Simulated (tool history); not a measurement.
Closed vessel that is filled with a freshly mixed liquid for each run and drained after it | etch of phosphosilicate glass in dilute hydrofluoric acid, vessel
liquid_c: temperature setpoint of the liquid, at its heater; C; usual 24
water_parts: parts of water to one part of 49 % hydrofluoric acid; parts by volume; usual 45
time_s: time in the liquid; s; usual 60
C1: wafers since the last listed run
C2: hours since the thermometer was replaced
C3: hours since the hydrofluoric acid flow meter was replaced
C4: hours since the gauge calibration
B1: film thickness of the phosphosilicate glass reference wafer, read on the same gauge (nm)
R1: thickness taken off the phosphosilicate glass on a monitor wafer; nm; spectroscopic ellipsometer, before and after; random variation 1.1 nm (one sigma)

{"run": 1, "hour": 0.0, "liquid_c": 24, "water_parts": 45, "time_s": 60, "C1": 0, "C2": 1997.3, "C3": 1574.5, "C4": 17.5, "B1": 40, "R1": 171.19}
{"run": 2, "hour": 16.8, "liquid_c": 24, "water_parts": 45, "time_s": 60, "C1": 1306, "C2": 2014.1, "C3": 1591.3, "C4": 34.3, "B1": 40, "R1": 171.18}
{"run": 3, "hour": 29.8, "liquid_c": 24, "water_parts": 45, "time_s": 60, "C1": 1010, "C2": 2027.1, "C3": 1604.3, "C4": 47.3, "B1": 39.99, "R1": 170.88}
{"run": 4, "hour": 46.0, "liquid_c": 24, "water_parts": 45, "time_s": 60, "C1": 1259, "C2": 2043.3, "C3": 1620.5, "C4": 63.5, "B1": 40.06, "R1": 169.1}
{"run": 5, "hour": 56.8, "liquid_c": 24, "water_parts": 45, "time_s": 60, "C1": 839, "C2": 2054.1, "C3": 1631.3, "C4": 74.3, "B1": 39.96, "R1": 169.64}
{"run": 6, "hour": 72.5, "liquid_c": 24, "water_parts": 45, "time_s": 60, "C1": 1220, "C2": 2069.8, "C3": 1647, "C4": 90, "B1": 40.01, "R1": 169.78}
{"run": 7, "hour": 90.5, "liquid_c": 24, "water_parts": 45, "time_s": 60, "C1": 1399, "C2": 2087.8, "C3": 1665, "C4": 108, "B1": 40, "R1": 170.48}
{"run": 8, "hour": 102.5, "liquid_c": 24, "water_parts": 45, "time_s": 60, "C1": 932, "C2": 2099.8, "C3": 1677, "C4": 120, "B1": 39.99, "R1": 171.02}
{"run": 9, "hour": 114.9, "liquid_c": 24, "water_parts": 45, "time_s": 60, "C1": 963, "C2": 2112.2, "C3": 1689.4, "C4": 132.4, "B1": 40.02, "R1": 171.12}
{"run": 10, "hour": 128.8, "liquid_c": 24, "water_parts": 45, "time_s": 60, "C1": 1080, "C2": 2126.1, "C3": 1703.3, "C4": 146.3, "B1": 40.01, "R1": 169.09}
{"run": 11, "hour": 139.5, "liquid_c": 24, "water_parts": 35, "time_s": 60, "C1": 831, "C2": 2136.8, "C3": 1714, "C4": 157, "B1": 40, "R1": 222.4}
{"run": 12, "hour": 150.0, "liquid_c": 28, "water_parts": 65, "time_s": 50, "C1": 816, "C2": 2147.3, "C3": 1724.5, "C4": 167.5, "B1": 40.03, "R1": 112.23}
{"hour": 151.7, "done": "thermometer replaced"}
{"run": 13, "hour": 166.1, "liquid_c": 20.5, "water_parts": 35, "time_s": 40, "C1": 1173, "C2": 14.4, "C3": 1740.6, "C4": 183.6, "B1": 40, "R1": 119.27}
{"run": 14, "hour": 179.3, "liquid_c": 19, "water_parts": 45, "time_s": 45, "C1": 1026, "C2": 27.6, "C3": 1753.8, "C4": 196.8, "B1": 40.01, "R1": 96.14}
{"run": 15, "hour": 194.9, "liquid_c": 24, "water_parts": 45, "time_s": 60, "C1": 1212, "C2": 43.2, "C3": 1769.4, "C4": 212.4, "B1": 39.97, "R1": 161.6}
{"hour": 226.8, "done": "thermometer replaced, repeated, since the last time left the tool worse"}
{"hour": 232.3, "done": "hydrofluoric acid flow meter replaced"}
{"run": 16, "hour": 242.8, "liquid_c": 24, "water_parts": 45, "time_s": 60, "C1": 3568, "C2": 16, "C3": 10.5, "C4": 260.3, "B1": 40, "R1": 184.62}
{"run": 17, "hour": 255.4, "liquid_c": 27, "water_parts": 30, "time_s": 85, "C1": 979, "C2": 28.6, "C3": 23.1, "C4": 272.9, "B1": 39.98, "R1": 444.23}
{"hour": 261.4, "done": "gauge calibrated"}
{"run": 18, "hour": 271.5, "liquid_c": 24, "water_parts": 45, "time_s": 60, "C1": 1251, "C2": 44.7, "C3": 39.2, "C4": 10.1, "B1": 40.03, "R1": 182.38}
{"run": 19, "hour": 282.3, "liquid_c": 24, "water_parts": 35, "time_s": 40, "C1": 839, "C2": 55.5, "C3": 50, "C4": 20.9, "B1": 40.01, "R1": 156}
{"run": 20, "hour": 290.2, "liquid_c": 24, "water_parts": 45, "time_s": 85, "C1": 614, "C2": 63.4, "C3": 57.9, "C4": 28.8, "B1": 40.02, "R1": 257.62}
{"run": 21, "hour": 299.9, "liquid_c": 28, "water_parts": 60, "time_s": 80, "C1": 754, "C2": 73.1, "C3": 67.6, "C4": 38.5, "B1": 40, "R1": 210.12}
{"run": 22, "hour": 306.1, "liquid_c": 21, "water_parts": 30, "time_s": 60, "C1": 481, "C2": 79.3, "C3": 73.8, "C4": 44.7, "B1": 40.02, "R1": 245.2}

Run 23 comes next. What will it give?
{"run": 23, "hour": 315.3, "liquid_c": 20, "water_parts": 50, "time_s": 60, "C1": 715, "C2": 88.5, "C3": 83, "C4": 53.9, "B1": "?", "R1": "?"}

{"run 23": {"B1": 39.99, "R1": 137.21}}
Without the tool's hidden state the same run would have given R1 138.32 nm.
